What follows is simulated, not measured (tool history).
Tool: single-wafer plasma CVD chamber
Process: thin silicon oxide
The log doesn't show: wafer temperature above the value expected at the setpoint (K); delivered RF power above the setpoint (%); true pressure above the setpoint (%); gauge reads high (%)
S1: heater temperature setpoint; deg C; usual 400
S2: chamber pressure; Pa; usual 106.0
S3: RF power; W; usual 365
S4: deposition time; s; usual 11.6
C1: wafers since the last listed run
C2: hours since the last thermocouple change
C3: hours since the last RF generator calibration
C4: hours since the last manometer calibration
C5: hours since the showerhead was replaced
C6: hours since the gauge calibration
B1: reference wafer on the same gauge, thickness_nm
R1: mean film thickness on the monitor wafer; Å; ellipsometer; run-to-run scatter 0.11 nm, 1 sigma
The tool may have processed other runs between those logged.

run,hour,S1,S2,S3,S4,C1,C2,C3,C4,C5,C6,B1,R1
1,0.0,400,89.5,365,11.6,0,954.5,2313.1,2887.5,6235.7,80.9,25.783,190.76
2,13.6,400,89.5,365,11.6,262,968.1,2326.7,2901.1,6249.3,94.5,25.802,191.39
3,21.9,400,106.0,365,13.1,159,976.4,2335.0,2909.4,6257.6,102.8,25.775,246.11
4,34.3,400,106.0,365,13.1,238,988.8,2347.4,2921.8,6270.0,115.2,25.705,245.90
# hour 42.4: capacitance manometer re-zeroed and calibrated
5,50.1,400,98.8,365,11.6,150,1004.6,2363.2,7.7,6285.8,131.0,25.818,207.48
# hour 61.6: RF generator calibrated
6,62.1,400,98.8,365,11.6,77,1016.6,0.5,19.7,6297.8,143.0,25.773,208.88
7,78.1,400,90.7,365,11.6,308,1032.6,16.5,35.7,6313.8,159.0,25.818,193.34
8,85.8,400,106.0,365,11.6,148,1040.3,24.2,43.4,6321.5,166.7,25.858,220.63
9,92.4,400,106.0,365,10.0,127,1046.9,30.8,50.0,6328.1,173.3,25.733,189.92
10,102.0,400,87.1,295,13.7,184,1056.5,40.4,59.6,6337.7,182.9,25.778,205.83
11,116.1,400,84.3,315,10.7,271,1070.6,54.5,73.7,6351.8,197.0,25.755,158.72
12,125.0,400,106.0,365,13.1,171,1079.5,63.4,82.6,6360.7,205.9,25.802,248.11
# hour 135.8: thermocouple changed; heater temperature recalibrated
13,140.7,414,106.0,365,11.6,148,4.9,79.1,98.3,6376.4,221.6,25.802,219.42
# hour 151.8: showerhead replaced
14,152.3,400,106.0,365,11.6,69,16.5,90.7,109.9,0.5,233.2,25.813,218.76
15,161.6,400,106.0,390,13.4,179,25.8,100.0,119.2,9.8,242.5,25.763,259.58
16,169.0,400,131.5,415,11.6,142,33.2,107.4,126.6,17.2,249.9,25.749,265.66
17,184.8,396,106.0,365,9.8,304,49.0,123.2,142.4,33.0,265.7,25.728,188.16
18,200.5,400,106.0,365,13.8,302,64.7,138.9,158.1,48.7,281.4,25.820,261.91
19,207.1,406,115.1,365,11.6,127,71.3,145.5,164.7,55.3,288.0,25.811,232.05
# hour 210.3: gauge calibrated
20,218.0,412,106.0,395,11.6,210,82.2,156.4,175.6,66.2,7.7,25.809,223.62
21,234.9,400,106.0,365,11.6,325,99.1,173.3,192.5,83.1,24.6,25.811,217.78
22,246.2,400,106.0,365,11.6,217,110.4,184.6,203.8,94.4,35.9,25.800,221.19
23,272.5,400,106.0,300,9.9,506,136.7,210.9,230.1,120.7,62.2,25.870,175.97
24,279.9,400,106.0,365,12.6,142,144.1,218.3,237.5,128.1,69.6,25.780,237.06
25,296.6,400,106.0,365,11.6,321,160.8,235.0,254.2,144.8,86.3,25.824,220.55
26,309.7,400,125.2,310,11.6,252,173.9,248.1,267.3,157.9,99.4,25.763,234.67
27,323.8,400,106.0,365,11.6,271,188.0,262.2,281.4,172.0,113.5,25.832,220.36
28,337.8,400,106.0,365,11.6,269,202.0,276.2,295.4,186.0,127.5,25.790,220.47

Below are 5 alternative next runs, each starting from the tool's condition after run 28. Predict each:
A,338.2,400,106.0,365,11.6,7,202.4,276.6,295.8,186.4,127.9,?,?
B,338.2,409,84.0,365,11.6,7,202.4,276.6,295.8,186.4,127.9,?,?
C,338.2,388,126.1,345,11.6,7,202.4,276.6,295.8,186.4,127.9,?,?
D,338.2,413,106.0,365,12.2,7,202.4,276.6,295.8,186.4,127.9,?,?
E,338.2,400,80.8,365,11.6,7,202.4,276.6,295.8,186.4,127.9,?,?

run,B1,R1
A,25.797,221.30
B,25.797,181.19
C,25.797,248.85
D,25.797,230.98
E,25.797,176.11
What these runs would have given with no unlogged condition in the tool:
run,R1
A,221.30
B,181.19
C,248.85
D,230.98
E,176.11
